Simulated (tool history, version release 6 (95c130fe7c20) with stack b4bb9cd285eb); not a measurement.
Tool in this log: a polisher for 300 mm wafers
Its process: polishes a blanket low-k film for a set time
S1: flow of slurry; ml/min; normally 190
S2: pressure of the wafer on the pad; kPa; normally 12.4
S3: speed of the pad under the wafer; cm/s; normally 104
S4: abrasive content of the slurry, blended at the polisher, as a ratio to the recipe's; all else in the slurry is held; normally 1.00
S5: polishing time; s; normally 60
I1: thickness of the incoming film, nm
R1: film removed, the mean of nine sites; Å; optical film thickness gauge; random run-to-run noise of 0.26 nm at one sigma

run,hour,S1,S2,S3,S4,S5,I1,R1
1,0.0,190,12.4,104,1.00,60,436.2,181
# hour 42.0: slurry blender recalibrated
2,101.9,190,12.4,104,1.00,60,446.2,183
# hour 109.8: worn pad replaced by a new one
3,142.0,190,12.4,104,1.00,60,438.9,183
4,193.0,190,12.4,104,1.15,72,439.6,223
5,266.8,190,12.4,104,1.00,60,438.7,180
# hour 342.0: head pressure recalibrated
6,355.8,165,13.8,104,1.20,43,440.6,162
7,394.8,190,14.5,104,0.85,60,443.0,226
8,463.5,160,16.5,130,1.00,51,439.5,237
9,548.8,190,12.4,104,1.00,60,436.3,190
10,609.2,250,12.4,104,1.00,60,440.6,201
# hour 652.0: conditioning disc replaced and pad reconditioned
# hour 655.1: slurry nozzle cleaned
11,660.7,225,12.4,104,0.85,60,432.1,186
# hour 701.5: worn pad replaced by a new one
12,719.8,190,12.4,104,1.00,60,435.4,186
# hour 738.4: slurry blender recalibrated
13,807.8,170,12.4,104,0.90,73,433.7,218
14,871.5,190,12.4,74,0.80,60,436.3,150
15,949.1,190,11.0,104,0.70,60,445.7,149
16,1006.9,190,12.4,104,1.00,60,442.9,185
17,1092.6,215,10.3,104,0.80,60,438.6,146
18,1132.4,165,9.7,70,1.00,67,448.1,131
19,1223.8,190,12.4,104,1.00,60,438.4,181
# hour 1310.9: conditioning disc replaced and pad reconditioned
# hour 1369.0: worn pad replaced by a new one
# hour 1380.0: slurry nozzle cleaned
# hour 1470.2: slurry blender recalibrated
20,1546.9,250,14.5,104,1.00,60,444.0,210
21,1620.2,190,12.4,130,1.15,79,431.6,261
# hour 1676.8: head pressure recalibrated
22,1693.8,130,9.7,104,0.70,72,434.6,161
23,1926.7,190,12.4,104,1.00,60,445.8,195
# hour 1934.3: conditioning disc replaced and pad reconditioned
# hour 2009.7: slurry nozzle cleaned
24,2012.9,190,12.4,104,1.15,72,444.1,239

Forecast each of these 5 alternatives for the next run:
A,2013.3,190,12.4,104,1.20,60,445.6,?
B,2013.3,190,16.5,104,1.00,73,445.6,?
C,2013.3,190,12.4,104,1.00,43,445.6,?
D,2013.3,225,10.3,122,1.00,60,445.6,?
E,2013.3,155,12.4,104,0.75,60,445.6,?

run,R1
A,195
B,301
C,134
D,172
E,168
What these runs would have given with no unlogged condition in the tool:
run,R1
A,210
B,323
C,144
D,185
E,180
